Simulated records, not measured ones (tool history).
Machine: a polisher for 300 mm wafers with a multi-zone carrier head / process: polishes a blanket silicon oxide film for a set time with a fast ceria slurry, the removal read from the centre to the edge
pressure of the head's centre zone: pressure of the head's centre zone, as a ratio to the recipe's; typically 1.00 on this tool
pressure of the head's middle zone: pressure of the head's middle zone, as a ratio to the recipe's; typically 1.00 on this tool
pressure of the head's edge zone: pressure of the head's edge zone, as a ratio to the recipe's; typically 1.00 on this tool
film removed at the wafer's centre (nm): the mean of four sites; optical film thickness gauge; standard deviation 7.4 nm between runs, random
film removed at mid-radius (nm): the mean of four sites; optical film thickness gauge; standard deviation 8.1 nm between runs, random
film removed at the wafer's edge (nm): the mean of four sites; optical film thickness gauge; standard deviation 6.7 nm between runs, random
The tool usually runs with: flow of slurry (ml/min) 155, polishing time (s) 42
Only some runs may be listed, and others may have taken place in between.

run,hour,flow of slurry (ml/min),pressure of the head's centre zone,pressure of the head's middle zone,pressure of the head's edge zone,polishing time (s),"incoming thickness of the incoming film, nm",film removed at the wafer's centre (nm),film removed at mid-radius (nm),film removed at the wafer's edge (nm)
1,0.0,205,1.00,1.11,0.93,52,3043.8,972.4,1020.6,948.5
# hour 10.5: worn pad replaced by a new one
2,15.3,155,1.00,1.00,1.00,30,2967.9,512.1,515.4,543.3
3,24.2,115,1.00,0.96,1.00,34,3022.3,513.1,513.5,572.9
4,38.5,155,1.00,1.00,1.00,42,3017.7,723.3,700.3,756.1
5,49.7,120,1.00,0.95,1.00,35,3027.8,539.1,526.9,595.1
6,63.0,155,1.00,1.00,1.00,42,3030.9,701.1,711.1,762.2
7,72.8,155,0.91,1.00,0.88,52,2999.8,791.1,883.3,890.7
# hour 75.9: edge zone pressure recalibrated
8,85.0,155,1.00,1.00,1.00,42,3001.3,690.8,691.7,753.9
9,91.5,155,1.00,1.00,1.00,42,2985.1,711.4,697.3,750.2
# hour 97.3: centre zone pressure recalibrated
10,105.0,155,1.00,1.00,1.00,42,3042.9,703.6,686.1,758.5
# hour 110.5: worn pad replaced by a new one
11,112.2,155,1.00,1.00,1.00,42,3049.2,690.9,691.1,758.6
12,123.3,155,1.00,1.00,1.00,31,3038.8,510.4,505.1,553.7
13,140.0,110,1.00,1.00,0.96,42,2986.3,576.0,592.9,663.1
# hour 151.6: slurry nozzle cleaned
14,152.1,120,1.00,1.00,0.89,42,3039.1,738.5,735.2,729.8
15,165.5,140,0.90,0.91,1.00,42,3025.8,705.9,711.7,795.1
16,178.4,110,1.08,1.00,1.09,42,2999.8,774.9,717.6,788.9
17,189.0,155,1.00,1.05,0.89,42,3008.4,798.1,818.7,753.0
18,201.1,155,1.00,1.00,1.00,42,3006.5,792.1,773.0,822.0
19,209.7,155,1.00,1.11,1.00,42,3027.2,800.3,848.8,806.2
20,217.1,155,1.00,1.00,1.00,48,2965.1,904.6,872.8,932.0
# hour 224.0: worn pad replaced by a new one
21,267.6,155,1.00,0.89,1.00,42,3014.7,782.5,701.7,807.2

5 ways to go on from here, each from the tool as it stands after run 21. What would each give?
A,268.0,155,1.00,1.00,1.00,42,3035.5,?,?,?
B,268.0,155,1.00,0.90,1.00,42,3035.5,?,?,?
C,268.0,155,1.00,1.00,1.00,28,3035.5,?,?,?
D,268.0,130,0.93,1.00,1.00,42,3035.5,?,?,?
E,268.0,155,1.00,0.95,0.96,42,3035.5,?,?,?

run,film removed at the wafer's centre (nm),film removed at mid-radius (nm),film removed at the wafer's edge (nm)
A,791.9,772.6,804.5
B,791.3,707.3,805.5
C,527.9,515.0,536.3
D,703.2,742.3,781.7
E,791.6,740.0,789.4
Had the tool no hidden state, the same runs would have come out as:
run,film removed at the wafer's centre (nm),film removed at mid-radius (nm),film removed at the wafer's edge (nm)
A,794.6,774.9,806.3
B,794.1,709.5,807.3
C,529.7,516.6,537.5
D,706.2,745.1,783.8
E,794.3,742.3,791.2
